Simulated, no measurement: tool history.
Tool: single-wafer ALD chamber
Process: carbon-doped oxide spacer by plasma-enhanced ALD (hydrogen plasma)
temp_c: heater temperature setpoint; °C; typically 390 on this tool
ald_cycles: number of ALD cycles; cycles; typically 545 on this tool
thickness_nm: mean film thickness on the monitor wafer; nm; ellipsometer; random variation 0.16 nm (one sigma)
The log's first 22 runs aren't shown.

run,hour,temp_c,ald_cycles,"read-back reference wafer on the same gauge, thickness_nm",thickness_nm
23,692.7,390,545,27.659,28.686
24,728.5,386,584,27.626,30.65
25,831.8,400,463,27.667,24.264
26,857.9,390,604,27.637,31.8
27,876.5,390,646,27.653,34.206
28,897.7,385,639,27.589,33.572
29,932.3,398,587,27.59,30.885
30,966.4,380,453,27.557,23.942
31,986,398,474,27.487,25.086
32,1002.8,399,639,27.469,33.658
33,1038.7,384,457,27.47,24.081
34,1060.9,376,480,27.406,25.213
35,1087,403,614,27.397,31.625
36,1119.8,381,514,27.401,26.961
37,1141.1,390,545,27.294,28.423
38,1168.2,379,514,27.27,26.813
39,1191.2,390,476,27.261,24.524
40,1209,390,514,27.221,26.756
41,1228.1,390,641,27.19,33.356
42,1248.4,390,593,27.208,30.926
43,1268.7,380,545,27.092,28.102
44,1284,390,545,27.089,28.114
# hour 1285.9: gauge calibrated
45,1309.7,390,545,27.635,28.867
46,1324.4,384,444,27.682,23.468

Alternative continuations, all from the tool just after run 46; predict every row:
A,1325.6,390,545,?,?
B,1325.6,380,515,?,?
C,1325.6,379,500,?,?
D,1325.6,404,635,?,?

run,"read-back reference wafer on the same gauge, thickness_nm",thickness_nm
A,27.632,29.098
B,27.632,27.497
C,27.632,26.696
D,27.632,33.297
Without the tool's hidden state the same runs would have given:
run,thickness_nm
A,29.139
B,27.535
C,26.733
D,33.344
